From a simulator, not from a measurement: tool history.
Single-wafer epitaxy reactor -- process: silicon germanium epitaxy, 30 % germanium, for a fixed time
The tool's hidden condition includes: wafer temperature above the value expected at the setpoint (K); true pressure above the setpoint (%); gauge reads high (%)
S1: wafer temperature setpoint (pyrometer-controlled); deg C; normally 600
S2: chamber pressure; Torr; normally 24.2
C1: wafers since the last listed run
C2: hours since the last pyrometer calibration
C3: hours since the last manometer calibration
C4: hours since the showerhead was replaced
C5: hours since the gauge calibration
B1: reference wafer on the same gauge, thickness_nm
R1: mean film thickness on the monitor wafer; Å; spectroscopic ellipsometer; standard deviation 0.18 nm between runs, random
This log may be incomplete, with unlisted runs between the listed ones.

| run | day | S1 | S2 | C1 | C2 | C3 | C4 | C5 | B1 | R1 |
|---|---|---|---|---|---|---|---|---|---|---|
| 1 | 0.000 | 612 | 22.1 | 0 | 1154.7 | 545.8 | 4888.6 | 2077.4 | 76.551 | 777.55 |
| 2 | 3.858 | 612 | 22.1 | 1621 | 1247.3 | 638.4 | 4981.2 | 2170.0 | 76.630 | 777.44 |
| 3 | 6.600 | 600 | 24.2 | 1152 | 1313.1 | 704.2 | 5047.0 | 2235.8 | 76.498 | 658.41 |
| 4 | 10.679 | 600 | 22.7 | 1714 | 1411.0 | 802.1 | 5144.9 | 2333.7 | 76.728 | 646.60 |
| 5 | 12.800 | 600 | 28.5 | 891 | 1461.9 | 853.0 | 5195.8 | 2384.6 | 76.547 | 689.93 |
|  | 16.567 | showerhead replaced |
| 6 | 16.588 | 600 | 28.5 | 1451 | 1552.8 | 943.9 | 0.5 | 2475.5 | 76.560 | 687.75 |
| 7 | 18.954 | 600 | 24.2 | 994 | 1609.6 | 1000.7 | 57.3 | 2532.3 | 76.649 | 656.66 |
| 8 | 22.942 | 607 | 24.2 | 1676 | 1705.3 | 1096.4 | 153.0 | 2628.0 | 76.696 | 733.41 |
| 9 | 26.238 | 600 | 24.2 | 1385 | 1784.4 | 1175.5 | 232.1 | 2707.1 | 76.685 | 655.33 |
| 10 | 28.938 | 605 | 24.2 | 1134 | 1849.2 | 1240.3 | 296.9 | 2771.9 | 76.546 | 712.19 |
| 11 | 31.450 | 605 | 24.2 | 1056 | 1909.5 | 1300.6 | 357.2 | 2832.2 | 76.697 | 708.59 |
| 12 | 34.625 | 589 | 24.2 | 1334 | 1985.7 | 1376.8 | 433.4 | 2908.4 | 76.595 | 547.82 |
| 13 | 36.375 | 589 | 24.2 | 735 | 2027.7 | 1418.8 | 475.4 | 2950.4 | 76.593 | 549.58 |
| 14 | 40.192 | 589 | 24.2 | 1604 | 2119.3 | 1510.4 | 567.0 | 3042.0 | 76.652 | 550.82 |
| 15 | 42.771 | 585 | 24.2 | 1084 | 2181.2 | 1572.3 | 628.9 | 3103.9 | 76.614 | 514.66 |
| 16 | 46.808 | 606 | 21.9 | 1697 | 2278.1 | 1669.2 | 725.8 | 3200.8 | 76.678 | 703.73 |
| 17 | 48.575 | 609 | 19.3 | 742 | 2320.5 | 1711.6 | 768.2 | 3243.2 | 76.525 | 713.05 |
| 18 | 51.254 | 600 | 29.8 | 1126 | 2384.8 | 1775.9 | 832.5 | 3307.5 | 76.547 | 700.01 |
|  | 52.758 | gauge calibrated |
| 19 | 53.833 | 600 | 22.2 | 1084 | 2446.7 | 1837.8 | 894.4 | 25.8 | 76.599 | 642.63 |
|  | 55.283 | pyrometer calibrated |
| 20 | 56.608 | 600 | 24.2 | 1026 | 31.8 | 1904.4 | 961.0 | 92.4 | 76.597 | 657.02 |
| 21 | 58.188 | 605 | 29.7 | 663 | 69.7 | 1942.3 | 998.9 | 130.3 | 76.611 | 752.90 |
|  | 59.067 | capacitance manometer re-zeroed and calibrated |
| 22 | 61.438 | 600 | 24.2 | 1225 | 147.7 | 56.9 | 1076.9 | 208.3 | 76.537 | 657.43 |
| 23 | 63.092 | 600 | 24.2 | 695 | 187.4 | 96.6 | 1116.6 | 248.0 | 76.547 | 654.91 |
| 24 | 65.288 | 614 | 24.2 | 922 | 240.1 | 149.3 | 1169.3 | 300.7 | 76.583 | 821.52 |
| 25 | 72.254 | 596 | 21.1 | 2928 | 407.3 | 316.5 | 1336.5 | 467.9 | 76.560 | 594.80 |
| 26 | 73.871 | 600 | 24.2 | 679 | 446.1 | 355.3 | 1375.3 | 506.7 | 76.618 | 656.17 |
| 27 | 75.712 | 592 | 18.4 | 774 | 490.3 | 399.5 | 1419.5 | 550.9 | 76.569 | 538.85 |
| 28 | 80.200 | 614 | 25.8 | 1886 | 598.0 | 507.2 | 1527.2 | 658.6 | 76.584 | 833.20 |
| 29 | 84.092 | 586 | 26.5 | 1635 | 691.4 | 600.6 | 1620.6 | 752.0 | 76.538 | 538.67 |
| 30 | 86.300 | 594 | 21.5 | 928 | 744.4 | 653.6 | 1673.6 | 805.0 | 76.599 | 579.44 |
| 31 | 90.171 | 614 | 18.9 | 1627 | 837.3 | 746.5 | 1766.5 | 897.9 | 76.622 | 768.58 |
| 32 | 93.412 | 590 | 29.5 | 1362 | 915.1 | 824.3 | 1844.3 | 975.7 | 76.614 | 590.13 |
| 33 | 96.700 | 612 | 29.6 | 1381 | 994.0 | 903.2 | 1923.2 | 1054.6 | 76.516 | 837.65 |
| 34 | 98.800 | 613 | 19.7 | 882 | 1044.4 | 953.6 | 1973.6 | 1105.0 | 76.494 | 766.16 |
| 35 | 101.854 | 600 | 24.2 | 1283 | 1117.7 | 1026.9 | 2046.9 | 1178.3 | 76.509 | 654.66 |
| 36 | 105.392 | 610 | 19.5 | 1486 | 1202.6 | 1111.8 | 2131.8 | 1263.2 | 76.528 | 728.17 |

Alternative continuations, all from the tool just after run 36; predict every row:
| A | 105.408 | 600 | 24.2 | 7 | 1203.0 | 1112.2 | 2132.2 | 1263.6 | ? | ? |
| B | 105.408 | 606 | 25.9 | 7 | 1203.0 | 1112.2 | 2132.2 | 1263.6 | ? | ? |
| C | 105.408 | 608 | 21.1 | 7 | 1203.0 | 1112.2 | 2132.2 | 1263.6 | ? | ? |

| run | B1 | R1 |
|---|---|---|
| A | 76.728 | 657.70 |
| B | 76.728 | 737.48 |
| C | 76.728 | 720.51 |
The same runs, with their run-to-run variation unchanged, on a tool lacking any hidden condition would have given:
| run | R1 |
|---|---|
| A | 657.70 |
| B | 737.48 |
| C | 720.51 |

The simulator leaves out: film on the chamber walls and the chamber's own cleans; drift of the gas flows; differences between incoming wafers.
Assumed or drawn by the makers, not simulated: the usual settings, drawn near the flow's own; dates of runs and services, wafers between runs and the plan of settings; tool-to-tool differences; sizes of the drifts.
